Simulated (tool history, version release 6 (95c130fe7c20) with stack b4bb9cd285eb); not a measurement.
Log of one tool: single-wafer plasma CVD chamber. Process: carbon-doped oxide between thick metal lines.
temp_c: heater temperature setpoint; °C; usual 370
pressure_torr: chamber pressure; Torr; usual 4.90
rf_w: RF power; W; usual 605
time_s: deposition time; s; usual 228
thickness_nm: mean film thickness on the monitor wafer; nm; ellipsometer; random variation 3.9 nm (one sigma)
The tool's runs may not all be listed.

| run | hour | temp_c | pressure_torr | rf_w | time_s | wafers since the last listed run | hours since the last thermocouple change | hours since the last RF generator calibration | hours since the last manometer calibration | hours since the showerhead was replaced | hours since the gauge calibration | read-back reference wafer on the same gauge, thickness_nm | thickness_nm |
|---|---|---|---|---|---|---|---|---|---|---|---|---|---|
| 1 | 0.0 | 370 | 4.90 | 605 | 228 | 0 | 1345.3 | 1203.3 | 574.6 | 7015.1 | 2082.3 | 1310.168 | 1230.537 |
| 2 | 103.2 | 370 | 4.90 | 605 | 228 | 577 | 1448.5 | 1306.5 | 677.8 | 7118.3 | 2185.5 | 1308.913 | 1224.987 |
| 3 | 154.7 | 370 | 4.90 | 605 | 228 | 288 | 1500.0 | 1358.0 | 729.3 | 7169.8 | 2237.0 | 1309.499 | 1228.759 |
| 4 | 194.8 | 370 | 4.90 | 605 | 228 | 224 | 1540.1 | 1398.1 | 769.4 | 7209.9 | 2277.1 | 1309.675 | 1227.150 |
| 5 | 276.3 | 370 | 4.90 | 605 | 228 | 455 | 1621.6 | 1479.6 | 850.9 | 7291.4 | 2358.6 | 1309.836 | 1235.063 |
| 6 | 336.4 | 370 | 4.90 | 605 | 228 | 336 | 1681.7 | 1539.7 | 911.0 | 7351.5 | 2418.7 | 1310.271 | 1224.138 |
| 7 | 443.6 | 370 | 4.90 | 605 | 228 | 599 | 1788.9 | 1646.9 | 1018.2 | 7458.7 | 2525.9 | 1310.245 | 1217.030 |
| 8 | 521.1 | 370 | 5.81 | 605 | 228 | 433 | 1866.4 | 1724.4 | 1095.7 | 7536.2 | 2603.4 | 1310.024 | 1261.381 |
|  | 551.0 | thermocouple changed; heater temperature recalibrated |
|  | 679.6 | showerhead replaced |
|  | 703.2 | capacitance manometer re-zeroed and calibrated |
| 9 | 827.8 | 370 | 5.81 | 605 | 228 | 1581 | 276.8 | 2031.1 | 124.6 | 148.2 | 2910.1 | 1309.498 | 1260.838 |
|  | 905.2 | RF generator calibrated |
| 10 | 905.7 | 370 | 4.90 | 605 | 228 | 390 | 354.7 | 0.5 | 202.5 | 226.1 | 2988.0 | 1310.007 | 1252.237 |
| 11 | 984.3 | 370 | 4.90 | 605 | 228 | 439 | 433.3 | 79.1 | 281.1 | 304.7 | 3066.6 | 1309.402 | 1257.587 |
|  | 1008.5 | gauge calibrated |
| 12 | 1069.9 | 370 | 4.90 | 605 | 228 | 478 | 518.9 | 164.7 | 366.7 | 390.3 | 61.4 | 1310.573 | 1249.538 |
| 13 | 1151.4 | 370 | 4.90 | 605 | 228 | 455 | 600.4 | 246.2 | 448.2 | 471.8 | 142.9 | 1311.939 | 1244.693 |
| 14 | 1225.6 | 370 | 3.70 | 605 | 228 | 415 | 674.6 | 320.4 | 522.4 | 546.0 | 217.1 | 1311.477 | 1176.392 |
| 15 | 1273.8 | 361 | 4.90 | 605 | 228 | 269 | 722.8 | 368.6 | 570.6 | 594.2 | 265.3 | 1311.136 | 1273.718 |
| 16 | 1380.7 | 357 | 4.90 | 605 | 228 | 597 | 829.7 | 475.5 | 677.5 | 701.1 | 372.2 | 1308.652 | 1274.858 |
| 17 | 1485.7 | 370 | 4.90 | 510 | 200 | 587 | 934.7 | 580.5 | 782.5 | 806.1 | 477.2 | 1310.730 | 943.939 |
| 18 | 1590.3 | 370 | 4.90 | 605 | 248 | 585 | 1039.3 | 685.1 | 887.1 | 910.7 | 581.8 | 1307.942 | 1350.008 |
| 19 | 1645.6 | 370 | 4.90 | 605 | 228 | 309 | 1094.6 | 740.4 | 942.4 | 966.0 | 637.1 | 1309.782 | 1237.358 |
| 20 | 1686.9 | 374 | 5.35 | 520 | 254 | 230 | 1135.9 | 781.7 | 983.7 | 1007.3 | 678.4 | 1308.849 | 1225.638 |
| 21 | 1790.2 | 384 | 3.83 | 605 | 228 | 577 | 1239.2 | 885.0 | 1087.0 | 1110.6 | 781.7 | 1310.250 | 1147.955 |
| 22 | 1882.0 | 370 | 4.90 | 605 | 228 | 513 | 1331.0 | 976.8 | 1178.8 | 1202.4 | 873.5 | 1309.662 | 1233.901 |
| 23 | 1920.1 | 377 | 4.90 | 495 | 228 | 213 | 1369.1 | 1014.9 | 1216.9 | 1240.5 | 911.6 | 1310.432 | 1018.442 |
| 24 | 1984.3 | 370 | 4.90 | 605 | 228 | 359 | 1433.3 | 1079.1 | 1281.1 | 1304.7 | 975.8 | 1310.900 | 1230.285 |
| 25 | 2044.3 | 370 | 4.90 | 675 | 228 | 335 | 1493.3 | 1139.1 | 1341.1 | 1364.7 | 1035.8 | 1311.008 | 1342.033 |
|  | 2105.1 | capacitance manometer re-zeroed and calibrated |
| 26 | 2124.8 | 362 | 4.90 | 605 | 244 | 405 | 1573.8 | 1219.6 | 19.7 | 1445.2 | 1116.3 | 1310.093 | 1335.853 |
| 27 | 2165.9 | 370 | 4.90 | 605 | 228 | 229 | 1614.9 | 1260.7 | 60.8 | 1486.3 | 1157.4 | 1309.282 | 1225.679 |
| 28 | 2208.7 | 370 | 4.90 | 605 | 228 | 239 | 1657.7 | 1303.5 | 103.6 | 1529.1 | 1200.2 | 1309.843 | 1231.968 |

Forecast each of these 4 alternatives for the next run:
| A | 2209.2 | 370 | 4.90 | 605 | 272 | 2 | 1658.2 | 1304.0 | 104.1 | 1529.6 | 1200.7 | ? | ? |
| B | 2209.2 | 360 | 3.77 | 500 | 258 | 2 | 1658.2 | 1304.0 | 104.1 | 1529.6 | 1200.7 | ? | ? |
| C | 2209.2 | 374 | 4.09 | 605 | 228 | 2 | 1658.2 | 1304.0 | 104.1 | 1529.6 | 1200.7 | ? | ? |
| D | 2209.2 | 370 | 4.90 | 720 | 228 | 2 | 1658.2 | 1304.0 | 104.1 | 1529.6 | 1200.7 | ? | ? |

| run | read-back reference wafer on the same gauge, thickness_nm | thickness_nm |
|---|---|---|
| A | 1309.403 | 1466.692 |
| B | 1309.403 | 1140.589 |
| C | 1309.403 | 1176.610 |
| D | 1309.403 | 1406.688 |
Without the tool's hidden state the same runs would have given:
| run | thickness_nm |
|---|---|
| A | 1510.189 |
| B | 1178.396 |
| C | 1211.363 |
| D | 1447.626 |
